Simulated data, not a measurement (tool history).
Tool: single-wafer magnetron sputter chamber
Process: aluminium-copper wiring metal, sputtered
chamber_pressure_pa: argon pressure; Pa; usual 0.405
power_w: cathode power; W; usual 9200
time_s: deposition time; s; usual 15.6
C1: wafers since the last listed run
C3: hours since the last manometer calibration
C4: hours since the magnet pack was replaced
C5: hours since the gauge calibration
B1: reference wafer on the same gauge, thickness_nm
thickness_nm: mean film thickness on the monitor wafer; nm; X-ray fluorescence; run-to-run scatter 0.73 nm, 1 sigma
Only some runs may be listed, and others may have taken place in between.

Run 1, hour 0: usual settings but time_s 17.3 s; C1 0; wafers on the sputter target 17321; C3 1143.9; C4 6992.9; C5 1844.3; B1 244.692. Result: thickness_nm 268.215 nm.
At hour 52.4: sputter target and shields replaced.
Run 2, hour 96.1: usual settings but time_s 17.3 s; C1 2194; wafers on the sputter target 1087; C3 1240; C4 7089; C5 1940.4; B1 245.076. Result: thickness_nm 268.271 nm.
At hour 175.6: capacitance manometer re-zeroed and calibrated.
Run 3, hour 176.1: usual settings but chamber_pressure_pa 0.502 Pa; C1 1793; wafers on the sputter target 2881; C3 0.5; C4 7169; C5 2020.4; B1 244.997. Result: thickness_nm 232.402 nm.
Run 4, hour 279.9: usual settings but chamber_pressure_pa 0.502 Pa; C1 2585; wafers on the sputter target 5466; C3 104.3; C4 7272.8; C5 2124.2; B1 245.241. Result: thickness_nm 232.118 nm.
Run 5, hour 386.3: usual settings but chamber_pressure_pa 0.502 Pa; C1 2650; wafers on the sputter target 8116; C3 210.7; C4 7379.2; C5 2230.6; B1 245.095. Result: thickness_nm 232.358 nm.
Run 6, hour 479.6: usual settings; C1 2323; wafers on the sputter target 10440; C3 304; C4 7472.5; C5 2323.9; B1 245.181. Result: thickness_nm 241.519 nm.
At hour 510.4: magnet pack replaced.
Run 7, hour 537.8: usual settings; C1 1250; wafers on the sputter target 11690; C3 362.2; C4 27.4; C5 2382.1; B1 244.94. Result: thickness_nm 241.397 nm.
Run 8, hour 628.8: usual settings; C1 2266; wafers on the sputter target 13957; C3 453.2; C4 118.4; C5 2473.1; B1 245.175. Result: thickness_nm 240.997 nm.
At hour 688.6: sputter target and shields replaced.
Run 9, hour 701.5: usual settings but chamber_pressure_pa 0.304 Pa; C1 1611; wafers on the sputter target 322; C3 525.9; C4 191.1; C5 2545.8; B1 244.88. Result: thickness_nm 251.393 nm.
Run 10, hour 747.1: usual settings but power_w 8450 W; C1 1135; wafers on the sputter target 1457; C3 571.5; C4 236.7; C5 2591.4; B1 245.027. Result: thickness_nm 221.567 nm.
Run 11, hour 810.6: usual settings but power_w 8450 W; C1 1581; wafers on the sputter target 3039; C3 635; C4 300.2; C5 2654.9; B1 245.284. Result: thickness_nm 222.069 nm.
Run 12, hour 874.5: usual settings but power_w 8450 W; C1 1591; wafers on the sputter target 4631; C3 698.9; C4 364.1; C5 2718.8; B1 245.332. Result: thickness_nm 221.332 nm.
Run 13, hour 937: usual settings but power_w 11150 W, time_s 14.6 s; C1 1556; wafers on the sputter target 6187; C3 761.4; C4 426.6; C5 2781.3; B1 245.036. Result: thickness_nm 274.261 nm.
Run 14, hour 1005.2: usual settings but chamber_pressure_pa 0.32 Pa; C1 1698; wafers on the sputter target 7886; C3 829.6; C4 494.8; C5 2849.5; B1 244.537. Result: thickness_nm 249.457 nm.
Run 15, hour 1054.2: usual settings; C1 1220; wafers on the sputter target 9106; C3 878.6; C4 543.8; C5 2898.5; B1 244.93. Result: thickness_nm 242.032 nm.
Run 16, hour 1145.7: usual settings but chamber_pressure_pa 0.488 Pa, power_w 8400 W, time_s 14.5 s; C1 2279; wafers on the sputter target 11385; C3 970.1; C4 635.3; C5 2990; B1 244.992. Result: thickness_nm 196.923 nm.
Run 17, hour 1244: usual settings but chamber_pressure_pa 0.517 Pa; C1 2448; wafers on the sputter target 13834; C3 1068.4; C4 733.6; C5 3088.3; B1 244.545. Result: thickness_nm 231.107 nm.
Run 18, hour 1346.9: usual settings but chamber_pressure_pa 0.468 Pa; C1 2562; wafers on the sputter target 16397; C3 1171.3; C4 836.5; C5 3191.2; B1 244.986. Result: thickness_nm 234.526 nm.
At hour 1390.4: capacitance manometer re-zeroed and calibrated.
Run 19, hour 1422.3: usual settings; C1 1678; wafers on the sputter target 18076; C3 31.9; C4 911.9; C5 3266.6; B1 245.064. Result: thickness_nm 241.678 nm.
At hour 1506.7: sputter target and shields replaced.
Run 20, hour 1715.5: usual settings but power_w 11050 W, time_s 13.4 s; C1 7103; wafers on the sputter target 5199; C3 325.1; C4 1205.1; C5 3559.8; B1 244.527. Result: thickness_nm 249.601 nm.
At hour 1717.9: gauge calibrated.
Run 21, hour 1816.9: usual settings but chamber_pressure_pa 0.316 Pa, power_w 11250 W, time_s 18.1 s; C1 2525; wafers on the sputter target 7725; C3 426.5; C4 1306.5; C5 99; B1 244.501. Result: thickness_nm 356.446 nm.
Run 22, hour 1922.5: usual settings but chamber_pressure_pa 0.501 Pa, power_w 6950 W, time_s 14.6 s; C1 2630; wafers on the sputter target 10355; C3 532.1; C4 1412.1; C5 204.6; B1 245.315. Result: thickness_nm 164.279 nm.
Run 23, hour 1965.2: usual settings but chamber_pressure_pa 0.356 Pa, power_w 9950 W, time_s 14.7 s; C1 1063; wafers on the sputter target 11418; C3 574.8; C4 1454.8; C5 247.3; B1 244.923. Result: thickness_nm 250.351 nm.
Run 24, hour 2007.1: usual settings but chamber_pressure_pa 0.487 Pa, power_w 9850 W, time_s 14.8 s; C1 1043; wafers on the sputter target 12462; C3 616.7; C4 1496.7; C5 289.2; B1 244.917. Result: thickness_nm 236.685 nm.
Run 25, hour 2047.9: usual settings but chamber_pressure_pa 0.466 Pa; C1 1016; wafers on the sputter target 13478; C3 657.5; C4 1537.5; C5 330; B1 244.871. Result: thickness_nm 235.048 nm.
At hour 2134.3: sputter target and shields replaced.
Run 26, hour 2134.8: usual settings but chamber_pressure_pa 0.263 Pa, time_s 13.7 s; C1 1965; wafers on the sputter target 12; C3 744.4; C4 1624.4; C5 416.9; B1 244.829. Result: thickness_nm 223.923 nm.
Run 27, hour 2392: usual settings; C1 6406; wafers on the sputter target 6418; C3 1001.6; C4 1881.6; C5 674.1; B1 244.978. Result: thickness_nm 241.269 nm.
Run 28, hour 2464.3: usual settings but power_w 8400 W, time_s 14.5 s; C1 1800; wafers on the sputter target 8219; C3 1073.9; C4 1953.9; C5 746.4; B1 245.189. Result: thickness_nm 204.944 nm.
Run 29, hour 2547: usual settings but power_w 8100 W; C1 2059; wafers on the sputter target 10279; C3 1156.6; C4 2036.6; C5 829.1; B1 245.053. Result: thickness_nm 212.583 nm.
Run 30, hour 2621.2: usual settings; C1 1848; wafers on the sputter target 12127; C3 1230.8; C4 2110.8; C5 903.3; B1 245.104. Result: thickness_nm 241.903 nm.
Run 31, hour 2666.9: usual settings; C1 1138; wafers on the sputter target 13265; C3 1276.5; C4 2156.5; C5 949; B1 245.499. Result: thickness_nm 240.362 nm.
At hour 2738.6: capacitance manometer re-zeroed and calibrated.
Run 32, hour 2765.3: usual settings but chamber_pressure_pa 0.556 Pa, power_w 7250 W, time_s 13.7 s; C1 2251; wafers on the sputter target 15517; C3 26.7; C4 2254.9; C5 1047.4; B1 244.574. Result: thickness_nm 157.318 nm.
At hour 2812.1: sputter target and shields replaced.
Run 33, hour 2812.6: usual settings; C1 978; wafers on the sputter target 12; C3 74; C4 2302.2; C5 1094.7; B1 245.011. Result: thickness_nm 241.962 nm.
Run 34, hour 2849.6: usual settings but chamber_pressure_pa 0.304 Pa; C1 921; wafers on the sputter target 934; C3 111; C4 2339.2; C5 1131.7; B1 244.893. Result: thickness_nm 250.834 nm.

Here are 4 independent what-if runs from the current tool condition. What would each one return?
Run A, hour 2850: usual settings; C1 9; wafers on the sputter target 944; C3 111.4; C4 2339.6; C5 1132.1; B1 ?. Result: thickness_nm ?.
Run B, hour 2850: usual settings but chamber_pressure_pa 0.355 Pa; C1 9; wafers on the sputter target 944; C3 111.4; C4 2339.6; C5 1132.1; B1 ?. Result: thickness_nm ?.
Run C, hour 2850: usual settings but power_w 8550 W, time_s 18.4 s; C1 9; wafers on the sputter target 944; C3 111.4; C4 2339.6; C5 1132.1; B1 ?. Result: thickness_nm ?.
Run D, hour 2850: usual settings but chamber_pressure_pa 0.535 Pa, time_s 12.7 s; C1 9; wafers on the sputter target 944; C3 111.4; C4 2339.6; C5 1132.1; B1 ?. Result: thickness_nm ?.

run       B1  thickness_nm
  A  245.066       241.371
  B  245.066       246.232
  C  245.066       264.579
  D  245.066       186.706
Take away the tool's hidden state, keep each run's random variation, and the runs would have read:
run  thickness_nm
  A       241.371
  B       246.232
  C       264.579
  D       186.706
